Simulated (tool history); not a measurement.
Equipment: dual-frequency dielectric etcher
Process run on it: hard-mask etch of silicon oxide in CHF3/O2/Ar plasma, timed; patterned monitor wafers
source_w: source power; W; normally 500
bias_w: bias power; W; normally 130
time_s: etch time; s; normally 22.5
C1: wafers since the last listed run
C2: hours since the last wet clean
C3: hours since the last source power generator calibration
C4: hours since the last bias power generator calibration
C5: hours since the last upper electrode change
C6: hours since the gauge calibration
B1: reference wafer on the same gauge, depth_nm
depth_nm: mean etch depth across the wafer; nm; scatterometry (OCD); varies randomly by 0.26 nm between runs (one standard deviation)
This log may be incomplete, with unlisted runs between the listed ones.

run 1 hour=0 | source_w=540 bias_w=140 time_s=22.5 | C1=0 C2=79.9 C3=61.4 C4=1266.8 C5=1503.7 C6=3137.6 | B1=42.36 | depth_nm=40.78
run 2 hour=238.8 | source_w=500 bias_w=130 time_s=20.5 | C1=3966 C2=318.7 C3=300.2 C4=1505.6 C5=1742.5 C6=3376.4 | B1=42.3 | depth_nm=36.66
run 3 hour=285.3 | source_w=500 bias_w=130 time_s=20.5 | C1=772 C2=365.2 C3=346.7 C4=1552.1 C5=1789 C6=3422.9 | B1=42.43 | depth_nm=35.89
run 4 hour=381.3 | source_w=500 bias_w=130 time_s=22.5 | C1=1594 C2=461.2 C3=442.7 C4=1648.1 C5=1885 C6=3518.9 | B1=42.42 | depth_nm=39.85
run 5 hour=430.7 | source_w=500 bias_w=130 time_s=22.5 | C1=820 C2=510.6 C3=492.1 C4=1697.5 C5=1934.4 C6=3568.3 | B1=42.35 | depth_nm=39.89
run 6 hour=523.3 | source_w=500 bias_w=130 time_s=22.5 | C1=1538 C2=603.2 C3=584.7 C4=1790.1 C5=2027 C6=3660.9 | B1=42.38 | depth_nm=40.38
run 7 hour=559.9 | source_w=540 bias_w=137 time_s=22.5 | C1=607 C2=639.8 C3=621.3 C4=1826.7 C5=2063.6 C6=3697.5 | B1=42.3 | depth_nm=42.02
-- hour=595.8 upper electrode replaced
run 8 hour=654.7 | source_w=500 bias_w=105 time_s=28 | C1=1176 C2=734.6 C3=716.1 C4=1921.5 C5=58.9 C6=3792.3 | B1=42.43 | depth_nm=48.71
-- hour=723.3 bias power generator calibrated
run 9 hour=736.3 | source_w=580 bias_w=104 time_s=27 | C1=1289 C2=816.2 C3=797.7 C4=13 C5=140.5 C6=3873.9 | B1=42.38 | depth_nm=49.67
-- hour=776.6 wet clean of the chamber
run 10 hour=788.5 | source_w=570 bias_w=148 time_s=25 | C1=468 C2=11.9 C3=849.9 C4=65.2 C5=192.7 C6=3926.1 | B1=42.39 | depth_nm=47.21
run 11 hour=852.3 | source_w=500 bias_w=130 time_s=22.5 | C1=1059 C2=75.7 C3=913.7 C4=129 C5=256.5 C6=3989.9 | B1=42.45 | depth_nm=38.75
run 12 hour=915.5 | source_w=390 bias_w=130 time_s=22.5 | C1=1049 C2=138.9 C3=976.9 C4=192.2 C5=319.7 C6=4053.1 | B1=42.33 | depth_nm=35.09
-- hour=915.6 gauge calibrated
run 13 hour=961 | source_w=500 bias_w=130 time_s=22.5 | C1=755 C2=184.4 C3=1022.4 C4=237.7 C5=365.2 C6=45.4 | B1=42.41 | depth_nm=39.32
run 14 hour=1067.1 | source_w=500 bias_w=130 time_s=22.5 | C1=1762 C2=290.5 C3=1128.5 C4=343.8 C5=471.3 C6=151.5 | B1=42.41 | depth_nm=39.16
run 15 hour=1103.5 | source_w=500 bias_w=143 time_s=17.5 | C1=604 C2=326.9 C3=1164.9 C4=380.2 C5=507.7 C6=187.9 | B1=42.39 | depth_nm=31.45
run 16 hour=1188.8 | source_w=590 bias_w=141 time_s=17 | C1=1416 C2=412.2 C3=1250.2 C4=465.5 C5=593 C6=273.2 | B1=42.35 | depth_nm=33.09
run 17 hour=1268.9 | source_w=590 bias_w=141 time_s=17 | C1=1330 C2=492.3 C3=1330.3 C4=545.6 C5=673.1 C6=353.3 | B1=42.42 | depth_nm=32.75
run 18 hour=1344.6 | source_w=500 bias_w=130 time_s=22.5 | C1=1257 C2=568 C3=1406 C4=621.3 C5=748.8 C6=429 | B1=42.48 | depth_nm=39.67
-- hour=1421.2 wet clean of the chamber
run 19 hour=1421.7 | source_w=380 bias_w=130 time_s=18 | C1=882 C2=0.5 C3=1483.1 C4=698.4 C5=825.9 C6=506.1 | B1=42.34 | depth_nm=28.21
run 20 hour=1452 | source_w=500 bias_w=121 time_s=20 | C1=503 C2=30.8 C3=1513.4 C4=728.7 C5=856.2 C6=536.4 | B1=42.39 | depth_nm=33.86
run 21 hour=1511 | source_w=500 bias_w=156 time_s=20.5 | C1=980 C2=89.8 C3=1572.4 C4=787.7 C5=915.2 C6=595.4 | B1=42.32 | depth_nm=37.03
run 22 hour=1617.2 | source_w=580 bias_w=121 time_s=27.5 | C1=1764 C2=196 C3=1678.6 C4=893.9 C5=1021.4 C6=701.6 | B1=42.43 | depth_nm=50.31
run 23 hour=1671.4 | source_w=610 bias_w=156 time_s=25.5 | C1=900 C2=250.2 C3=1732.8 C4=948.1 C5=1075.6 C6=755.8 | B1=42.48 | depth_nm=50.29
run 24 hour=1724.5 | source_w=430 bias_w=154 time_s=19.5 | C1=882 C2=303.3 C3=1785.9 C4=1001.2 C5=1128.7 C6=808.9 | B1=42.41 | depth_nm=33.69
run 25 hour=1785 | source_w=500 bias_w=155 time_s=22.5 | C1=1005 C2=363.8 C3=1846.4 C4=1061.7 C5=1189.2 C6=869.4 | B1=42.42 | depth_nm=41.39
run 26 hour=1866.6 | source_w=590 bias_w=118 time_s=25.5 | C1=1355 C2=445.4 C3=1928 C4=1143.3 C5=1270.8 C6=951 | B1=42.39 | depth_nm=47.32
run 27 hour=1908.6 | source_w=500 bias_w=130 time_s=22.5 | C1=697 C2=487.4 C3=1970 C4=1185.3 C5=1312.8 C6=993 | B1=42.45 | depth_nm=39.56
run 28 hour=2012.6 | source_w=500 bias_w=130 time_s=22.5 | C1=1727 C2=591.4 C3=2074 C4=1289.3 C5=1416.8 C6=1097 | B1=42.36 | depth_nm=40.06
run 29 hour=2058.6 | source_w=500 bias_w=110 time_s=17.5 | C1=764 C2=637.4 C3=2120 C4=1335.3 C5=1462.8 C6=1143 | B1=42.4 | depth_nm=30
-- hour=2090.9 wet clean of the chamber
run 30 hour=2342 | source_w=400 bias_w=106 time_s=29 | C1=4309 C2=251.1 C3=2403.4 C4=1618.7 C5=1746.2 C6=1426.4 | B1=42.44 | depth_nm=43.48

Forecast each of these 4 alternatives for the next run:
run A hour=2342.4 | source_w=500 bias_w=119 time_s=22.5 | C1=6 C2=251.5 C3=2403.8 C4=1619.1 C5=1746.6 C6=1426.8 | B1=? | depth_nm=?
run B hour=2342.4 | source_w=500 bias_w=106 time_s=24.5 | C1=6 C2=251.5 C3=2403.8 C4=1619.1 C5=1746.6 C6=1426.8 | B1=? | depth_nm=?
run C hour=2342.4 | source_w=610 bias_w=130 time_s=19 | C1=6 C2=251.5 C3=2403.8 C4=1619.1 C5=1746.6 C6=1426.8 | B1=? | depth_nm=?
run D hour=2342.4 | source_w=580 bias_w=114 time_s=25 | C1=6 C2=251.5 C3=2403.8 C4=1619.1 C5=1746.6 C6=1426.8 | B1=? | depth_nm=?

run=A B1=42.4 depth_nm=38.61
run=B B1=42.4 depth_nm=41.02
run=C B1=42.4 depth_nm=36.02
run=D B1=42.4 depth_nm=45.14
The same runs, with their run-to-run variation unchanged, on a tool lacking any hidden condition would have given:
run=A depth_nm=38.16
run=B depth_nm=40.54
run=C depth_nm=35.61
run=D depth_nm=44.61
